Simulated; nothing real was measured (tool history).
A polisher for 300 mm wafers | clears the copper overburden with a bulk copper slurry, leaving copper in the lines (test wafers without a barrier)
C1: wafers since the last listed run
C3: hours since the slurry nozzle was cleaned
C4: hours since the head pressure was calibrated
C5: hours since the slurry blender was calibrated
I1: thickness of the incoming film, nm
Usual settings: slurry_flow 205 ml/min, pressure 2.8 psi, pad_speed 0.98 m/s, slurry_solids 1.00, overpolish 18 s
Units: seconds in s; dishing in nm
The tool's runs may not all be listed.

{"run": 1, "day": 0.0, "slurry_flow": 205, "pressure": 2.8, "pad_speed": 0.98, "slurry_solids": 0.9, "overpolish": 18, "C1": 0, "wafers polished on this pad": 798, "C3": 642.4, "C4": 54.4, "C5": 311.6, "I1": 744.4, "seconds": 91.3, "dishing": 59.6}
{"run": 2, "day": 1.238, "slurry_flow": 205, "pressure": 2.8, "pad_speed": 0.98, "slurry_solids": 0.9, "overpolish": 18, "C1": 228, "wafers polished on this pad": 1027, "C3": 672.1, "C4": 84.1, "C5": 341.3, "I1": 751.8, "seconds": 91.7, "dishing": 58.8}
{"run": 3, "day": 2.338, "slurry_flow": 250, "pressure": 2.8, "pad_speed": 0.98, "slurry_solids": 1.0, "overpolish": 18, "C1": 203, "wafers polished on this pad": 1230, "C3": 698.5, "C4": 110.5, "C5": 367.7, "I1": 742.0, "seconds": 83.9, "dishing": 59.5}
{"run": 4, "day": 4.221, "slurry_flow": 255, "pressure": 2.8, "pad_speed": 0.98, "slurry_solids": 1.0, "overpolish": 18, "C1": 347, "wafers polished on this pad": 1577, "C3": 743.7, "C4": 155.7, "C5": 412.9, "I1": 740.8, "seconds": 85.4, "dishing": 58.7}
{"day": 4.883, "done": "slurry blender recalibrated"}
{"day": 7.504, "done": "slurry nozzle cleaned"}
{"run": 5, "day": 10.504, "slurry_flow": 255, "pressure": 2.8, "pad_speed": 0.98, "slurry_solids": 1.0, "overpolish": 18, "C1": 1137, "wafers polished on this pad": 2715, "C3": 72.0, "C4": 306.5, "C5": 134.9, "I1": 754.0, "seconds": 81.0, "dishing": 59.9}
{"run": 6, "day": 12.121, "slurry_flow": 205, "pressure": 2.8, "pad_speed": 0.98, "slurry_solids": 1.0, "overpolish": 18, "C1": 298, "wafers polished on this pad": 3013, "C3": 110.8, "C4": 345.3, "C5": 173.7, "I1": 735.5, "seconds": 83.4, "dishing": 57.6}
{"run": 7, "day": 13.483, "slurry_flow": 205, "pressure": 2.8, "pad_speed": 0.98, "slurry_solids": 1.0, "overpolish": 18, "C1": 251, "wafers polished on this pad": 3265, "C3": 143.5, "C4": 378.0, "C5": 206.4, "I1": 746.8, "seconds": 84.1, "dishing": 57.9}
{"day": 13.892, "done": "worn pad replaced by a new one"}
{"run": 8, "day": 15.388, "slurry_flow": 205, "pressure": 2.8, "pad_speed": 0.98, "slurry_solids": 1.0, "overpolish": 18, "C1": 320, "wafers polished on this pad": 276, "C3": 189.2, "C4": 423.7, "C5": 252.1, "I1": 741.8, "seconds": 88.4, "dishing": 56.7}
{"run": 9, "day": 17.012, "slurry_flow": 205, "pressure": 2.8, "pad_speed": 0.98, "slurry_solids": 1.15, "overpolish": 18, "C1": 300, "wafers polished on this pad": 576, "C3": 228.2, "C4": 462.7, "C5": 291.1, "I1": 736.6, "seconds": 81.5, "dishing": 56.7}
{"day": 18.988, "done": "head pressure recalibrated"}
{"run": 10, "day": 19.996, "slurry_flow": 205, "pressure": 3.3, "pad_speed": 0.98, "slurry_solids": 1.0, "overpolish": 18, "C1": 535, "wafers polished on this pad": 1112, "C3": 299.8, "C4": 24.2, "C5": 362.7, "I1": 738.8, "seconds": 72.5, "dishing": 62.5}
{"day": 21.021, "done": "slurry blender recalibrated"}
{"run": 11, "day": 22.608, "slurry_flow": 205, "pressure": 2.8, "pad_speed": 0.98, "slurry_solids": 1.0, "overpolish": 18, "C1": 467, "wafers polished on this pad": 1579, "C3": 362.5, "C4": 86.9, "C5": 38.1, "I1": 737.3, "seconds": 84.7, "dishing": 56.2}
{"run": 12, "day": 25.129, "slurry_flow": 205, "pressure": 2.4, "pad_speed": 1.22, "slurry_solids": 1.0, "overpolish": 18, "C1": 465, "wafers polished on this pad": 2044, "C3": 423.0, "C4": 147.4, "C5": 98.6, "I1": 741.8, "seconds": 85.9, "dishing": 58.4}
{"run": 13, "day": 26.696, "slurry_flow": 205, "pressure": 2.8, "pad_speed": 0.98, "slurry_solids": 1.0, "overpolish": 18, "C1": 289, "wafers polished on this pad": 2333, "C3": 460.6, "C4": 185.0, "C5": 136.2, "I1": 733.2, "seconds": 87.0, "dishing": 58.2}
{"day": 28.988, "done": "worn pad replaced by a new one"}
{"run": 14, "day": 29.179, "slurry_flow": 205, "pressure": 2.1, "pad_speed": 0.98, "slurry_solids": 1.0, "overpolish": 18, "C1": 427, "wafers polished on this pad": 35, "C3": 520.2, "C4": 244.6, "C5": 195.8, "I1": 751.1, "seconds": 117.0, "dishing": 48.8}
{"run": 15, "day": 31.562, "slurry_flow": 205, "pressure": 2.8, "pad_speed": 0.98, "slurry_solids": 1.0, "overpolish": 22, "C1": 440, "wafers polished on this pad": 475, "C3": 577.4, "C4": 301.8, "C5": 253.0, "I1": 746.5, "seconds": 90.8, "dishing": 61.3}
{"run": 16, "day": 32.621, "slurry_flow": 205, "pressure": 2.8, "pad_speed": 0.98, "slurry_solids": 1.0, "overpolish": 28, "C1": 195, "wafers polished on this pad": 670, "C3": 602.8, "C4": 327.2, "C5": 278.4, "I1": 733.9, "seconds": 91.7, "dishing": 68.5}
{"run": 17, "day": 34.85, "slurry_flow": 205, "pressure": 2.8, "pad_speed": 0.98, "slurry_solids": 1.0, "overpolish": 18, "C1": 411, "wafers polished on this pad": 1082, "C3": 656.3, "C4": 380.7, "C5": 331.9, "I1": 741.3, "seconds": 89.4, "dishing": 57.4}
{"day": 35.092, "done": "slurry blender recalibrated"}
{"day": 35.596, "done": "head pressure recalibrated"}
{"run": 18, "day": 36.567, "slurry_flow": 205, "pressure": 2.8, "pad_speed": 0.7, "slurry_solids": 0.8, "overpolish": 18, "C1": 286, "wafers polished on this pad": 1368, "C3": 697.5, "C4": 23.3, "C5": 35.4, "I1": 741.6, "seconds": 118.2, "dishing": 49.0}
{"run": 19, "day": 38.712, "slurry_flow": 205, "pressure": 2.8, "pad_speed": 0.68, "slurry_solids": 1.1, "overpolish": 18, "C1": 396, "wafers polished on this pad": 1764, "C3": 749.0, "C4": 74.8, "C5": 86.9, "I1": 738.8, "seconds": 116.9, "dishing": 48.3}
{"run": 20, "day": 39.829, "slurry_flow": 205, "pressure": 2.2, "pad_speed": 0.98, "slurry_solids": 1.0, "overpolish": 18, "C1": 206, "wafers polished on this pad": 1971, "C3": 775.8, "C4": 101.6, "C5": 113.7, "I1": 738.0, "seconds": 113.5, "dishing": 48.8}
{"run": 21, "day": 41.642, "slurry_flow": 205, "pressure": 2.8, "pad_speed": 0.98, "slurry_solids": 1.0, "overpolish": 18, "C1": 334, "wafers polished on this pad": 2305, "C3": 819.3, "C4": 145.1, "C5": 157.2, "I1": 739.7, "seconds": 88.8, "dishing": 55.8}
{"run": 22, "day": 42.683, "slurry_flow": 205, "pressure": 2.8, "pad_speed": 0.98, "slurry_solids": 1.0, "overpolish": 18, "C1": 192, "wafers polished on this pad": 2498, "C3": 844.3, "C4": 170.1, "C5": 182.2, "I1": 744.7, "seconds": 91.9, "dishing": 58.0}
{"day": 42.983, "done": "worn pad replaced by a new one"}
{"day": 43.088, "done": "slurry nozzle cleaned"}
{"run": 23, "day": 44.754, "slurry_flow": 235, "pressure": 2.8, "pad_speed": 0.8, "slurry_solids": 1.2, "overpolish": 23, "C1": 343, "wafers polished on this pad": 319, "C3": 40.0, "C4": 219.8, "C5": 231.9, "I1": 736.6, "seconds": 92.7, "dishing": 63.9}
{"run": 24, "day": 46.242, "slurry_flow": 260, "pressure": 2.8, "pad_speed": 0.64, "slurry_solids": 0.7, "overpolish": 18, "C1": 274, "wafers polished on this pad": 593, "C3": 75.7, "C4": 255.5, "C5": 267.6, "I1": 735.8, "seconds": 115.3, "dishing": 49.7}
{"run": 25, "day": 48.071, "slurry_flow": 205, "pressure": 2.8, "pad_speed": 0.98, "slurry_solids": 1.0, "overpolish": 18, "C1": 337, "wafers polished on this pad": 931, "C3": 119.6, "C4": 299.4, "C5": 311.5, "I1": 740.9, "seconds": 80.1, "dishing": 57.7}
{"run": 26, "day": 50.554, "slurry_flow": 205, "pressure": 2.8, "pad_speed": 0.98, "slurry_solids": 1.0, "overpolish": 18, "C1": 458, "wafers polished on this pad": 1390, "C3": 179.2, "C4": 359.0, "C5": 371.1, "I1": 755.2, "seconds": 84.2, "dishing": 60.7}
{"run": 27, "day": 52.496, "slurry_flow": 180, "pressure": 3.5, "pad_speed": 0.98, "slurry_solids": 1.0, "overpolish": 18, "C1": 358, "wafers polished on this pad": 1748, "C3": 225.8, "C4": 405.6, "C5": 417.7, "I1": 742.3, "seconds": 73.1, "dishing": 65.0}
{"day": 53.212, "done": "slurry blender recalibrated"}
{"run": 28, "day": 55.408, "slurry_flow": 205, "pressure": 2.8, "pad_speed": 0.98, "slurry_solids": 1.3, "overpolish": 7, "C1": 522, "wafers polished on this pad": 2271, "C3": 295.7, "C4": 475.5, "C5": 52.7, "I1": 745.9, "seconds": 84.0, "dishing": 34.8}
{"day": 56.133, "done": "head pressure recalibrated"}
{"run": 29, "day": 57.65, "slurry_flow": 240, "pressure": 3.1, "pad_speed": 0.74, "slurry_solids": 1.0, "overpolish": 24, "C1": 398, "wafers polished on this pad": 2669, "C3": 349.5, "C4": 36.4, "C5": 106.5, "I1": 747.3, "seconds": 96.2, "dishing": 65.4}

Forecast each of these 3 alternatives for the next run:
{"run": "A", "day": 57.671, "slurry_flow": 205, "pressure": 2.8, "pad_speed": 0.98, "slurry_solids": 1.0, "overpolish": 18, "C1": 3, "wafers polished on this pad": 2673, "C3": 350.0, "C4": 36.9, "C5": 107.0, "I1": 730.4, "seconds": "?", "dishing": "?"}
{"run": "B", "day": 57.671, "slurry_flow": 205, "pressure": 2.4, "pad_speed": 1.18, "slurry_solids": 1.0, "overpolish": 11, "C1": 3, "wafers polished on this pad": 2673, "C3": 350.0, "C4": 36.9, "C5": 107.0, "I1": 730.4, "seconds": "?", "dishing": "?"}
{"run": "C", "day": 57.671, "slurry_flow": 205, "pressure": 3.7, "pad_speed": 0.98, "slurry_solids": 1.15, "overpolish": 18, "C1": 3, "wafers polished on this pad": 2673, "C3": 350.0, "C4": 36.9, "C5": 107.0, "I1": 730.4, "seconds": "?", "dishing": "?"}

run=A seconds=86.3 dishing=58.1
run=B seconds=86.0 dishing=44.0
run=C seconds=63.6 dishing=68.6
Without the tool's hidden state the same runs would have given:
run=A seconds=79.4 dishing=60.1
run=B seconds=79.1 dishing=46.2
run=C seconds=58.6 dishing=70.5
